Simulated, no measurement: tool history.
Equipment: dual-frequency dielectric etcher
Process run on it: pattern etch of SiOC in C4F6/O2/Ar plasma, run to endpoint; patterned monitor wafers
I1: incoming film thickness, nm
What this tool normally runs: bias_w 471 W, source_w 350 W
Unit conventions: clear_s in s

Run 1, hour 0.0: usual settings but source_w 370 W; I1 51.2. Result: clear_s 17.1 s.
Run 2, hour 35.8: usual settings but source_w 370 W; I1 52.3. Result: clear_s 17.5 s.
Run 3, hour 58.8: usual settings but source_w 370 W; I1 51.4. Result: clear_s 17.2 s.
Run 4, hour 83.4: usual settings but bias_w 561 W; I1 51.0. Result: clear_s 15.9 s.
Run 5, hour 104.6: usual settings but bias_w 561 W; I1 51.0. Result: clear_s 16.0 s.
Run 6, hour 125.9: usual settings but bias_w 561 W; I1 51.1. Result: clear_s 16.0 s.
Run 7, hour 139.8: usual settings but bias_w 395 W, source_w 330 W; I1 51.4. Result: clear_s 18.8 s.
Run 8, hour 167.3: usual settings but bias_w 395 W, source_w 330 W; I1 51.1. Result: clear_s 18.7 s.
Run 9, hour 191.9: usual settings; I1 51.9. Result: clear_s 17.2 s.
At hour 221.7: wet clean of the chamber.
Run 10, hour 222.2: usual settings; I1 51.4. Result: clear_s 17.8 s.
Run 11, hour 222.6: usual settings but bias_w 585 W, source_w 260 W; I1 51.0. Result: clear_s 17.1 s.
Run 12, hour 252.8: usual settings but bias_w 431 W, source_w 320 W; I1 51.6. Result: clear_s 18.7 s.
Run 13, hour 298.5: usual settings but bias_w 507 W, source_w 430 W; I1 51.4. Result: clear_s 16.3 s.
At hour 350.4: bias power generator calibrated.
Run 14, hour 394.0: usual settings but bias_w 368 W; I1 51.7. Result: clear_s 19.2 s.
At hour 422.0: upper electrode replaced.
Run 15, hour 428.8: usual settings but bias_w 582 W, source_w 380 W; I1 51.8. Result: clear_s 16.0 s.
Run 16, hour 444.4: usual settings but bias_w 353 W; I1 51.3. Result: clear_s 19.3 s.
At hour 449.0: source power generator calibrated.
Run 17, hour 474.6: usual settings but bias_w 376 W, source_w 310 W; I1 52.0. Result: clear_s 19.7 s.

Run 18 comes next. What will it give?
Run 18, hour 509.6: usual settings; I1 51.6. Result: clear_s ?.

clear_s: 17.3 s
On a tool with no hidden condition, and with the same random variation, this run would have come out at clear_s 18.0 s.
